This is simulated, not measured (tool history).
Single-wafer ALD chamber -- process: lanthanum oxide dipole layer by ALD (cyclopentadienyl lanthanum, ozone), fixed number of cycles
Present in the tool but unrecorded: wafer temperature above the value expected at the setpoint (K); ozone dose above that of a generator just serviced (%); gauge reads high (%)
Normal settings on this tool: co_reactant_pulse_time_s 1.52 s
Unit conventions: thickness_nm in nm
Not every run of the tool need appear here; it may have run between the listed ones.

run	hour	co_reactant_pulse_time_s	wafers since the last listed run	hours since the last thermocouple change	hours since the last ozone generator service	hours since the showerhead was replaced	hours since the gauge calibration	read-back reference wafer on the same gauge, thickness_nm	thickness_nm
1	0.0	1.37	0	879.9	331.2	5431.0	1818.0	0.603	0.570
2	48.7	1.37	560	928.6	379.9	5479.7	1866.7	0.603	0.568
3	77.0	1.37	325	956.9	408.2	5508.0	1895.0	0.603	0.571
4	146.2	1.75	796	1026.1	477.4	5577.2	1964.2	0.603	0.587
5	189.0	1.75	492	1068.9	520.2	5620.0	2007.0	0.603	0.584
6	233.5	1.36	512	1113.4	564.7	5664.5	2051.5	0.602	0.565
7	265.8	1.36	371	1145.7	597.0	5696.8	2083.8	0.603	0.567
8	291.2	1.76	292	1171.1	622.4	5722.2	2109.2	0.603	0.583
9	331.1	1.68	459	1211.0	662.3	5762.1	2149.1	0.603	0.583
10	355.3	1.69	278	1235.2	686.5	5786.3	2173.3	0.603	0.583
# hour 369.5: showerhead replaced
# hour 387.0: gauge calibrated
# hour 400.9: thermocouple changed; heater temperature recalibrated
11	423.3	1.05	598	22.4	754.5	53.8	36.3	0.603	0.551
# hour 473.0: ozone generator serviced
12	473.5	1.52	485	72.6	0.5	104.0	86.5	0.603	0.580
13	528.0	1.05	627	127.1	55.0	158.5	141.0	0.603	0.547
14	553.4	1.52	292	152.5	80.4	183.9	166.4	0.603	0.575
15	581.0	1.27	317	180.1	108.0	211.5	194.0	0.603	0.569
16	614.6	1.26	386	213.7	141.6	245.1	227.6	0.603	0.567
17	660.6	1.18	529	259.7	187.6	291.1	273.6	0.603	0.554
18	719.5	1.29	677	318.6	246.5	350.0	332.5	0.603	0.567
19	785.9	1.52	764	385.0	312.9	416.4	398.9	0.603	0.578

Run 20, settings as shown, results not yet in. Your forecast:
20	826.3	1.80	464	425.4	353.3	456.8	439.3	?	?

read-back reference wafer on the same gauge, thickness_nm: 0.603
thickness_nm: 0.583 nm
Minus the tool's unlogged condition, the same run would have read thickness_nm 0.583 nm.
